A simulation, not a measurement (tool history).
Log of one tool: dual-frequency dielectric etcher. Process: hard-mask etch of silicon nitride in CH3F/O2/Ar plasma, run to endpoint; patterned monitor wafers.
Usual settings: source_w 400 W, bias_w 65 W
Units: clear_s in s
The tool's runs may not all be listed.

| run | hour | source_w | bias_w | incoming incoming film thickness, nm | clear_s |
|---|---|---|---|---|---|
| 1 | 0.0 | 400 | 65 | 55.7 | 93.6 |
| 2 | 94.4 | 400 | 65 | 55.2 | 93.6 |
| 3 | 192.7 | 400 | 65 | 54.6 | 92.8 |
| 4 | 235.3 | 400 | 65 | 54.8 | 92.2 |
| 5 | 313.1 | 400 | 65 | 54.9 | 93.0 |
| 6 | 398.5 | 400 | 65 | 55.1 | 93.0 |
| 7 | 460.4 | 380 | 61 | 54.5 | 96.0 |
| 8 | 550.0 | 380 | 61 | 55.1 | 97.5 |
| 9 | 811.4 | 380 | 61 | 54.6 | 95.9 |
| 10 | 859.3 | 320 | 69 | 55.5 | 101.4 |
| 11 | 956.5 | 370 | 65 | 55.2 | 96.5 |
| 12 | 1017.5 | 400 | 65 | 54.6 | 92.2 |
| 13 | 1071.6 | 400 | 65 | 54.6 | 92.0 |
| 14 | 1151.1 | 400 | 73 | 55.3 | 90.5 |
| 15 | 1197.3 | 400 | 57 | 55.1 | 97.1 |
| 16 | 1290.0 | 360 | 81 | 54.7 | 89.9 |
| 17 | 1383.6 | 400 | 65 | 54.7 | 92.2 |
| 18 | 1559.6 | 340 | 72 | 54.9 | 96.4 |
| 19 | 1634.0 | 400 | 65 | 55.7 | 94.2 |
| 20 | 1674.4 | 400 | 65 | 55.1 | 93.0 |
| 21 | 1770.3 | 400 | 65 | 55.5 | 93.6 |
| 22 | 1870.4 | 470 | 51 | 54.7 | 92.7 |
| 23 | 1930.4 | 370 | 79 | 55.0 | 90.4 |
| 24 | 1984.4 | 500 | 53 | 55.3 | 90.6 |
| 25 | 2059.5 | 360 | 55 | 55.6 | 103.3 |
| 26 | 2136.5 | 400 | 70 | 54.9 | 90.9 |
| 27 | 2197.5 | 380 | 61 | 55.0 | 96.8 |
| 28 | 2285.4 | 470 | 51 | 55.0 | 93.1 |
| 29 | 2349.2 | 310 | 58 | 55.1 | 108.1 |

Not shown: 7 entries that the log had between the listed runs. Between which runs, and how does the tool's hidden state differ before and after?
Between runs 4 and 5: wet clean of the chamber (hour 312.6)
  no hidden state differs between the two runs
Between runs 10 and 11: wet clean of the chamber (hour 894.3); source power generator calibrated (hour 944.1)
  no hidden state differs between the two runs
Between runs 17 and 18: wet clean of the chamber (hour 1446.4); bias power generator calibrated (hour 1487.1); upper electrode replaced (hour 1559.1)
  no hidden state differs between the two runs
Between runs 26 and 27: wet clean of the chamber (hour 2182.6)
  no hidden state differs between the two runs
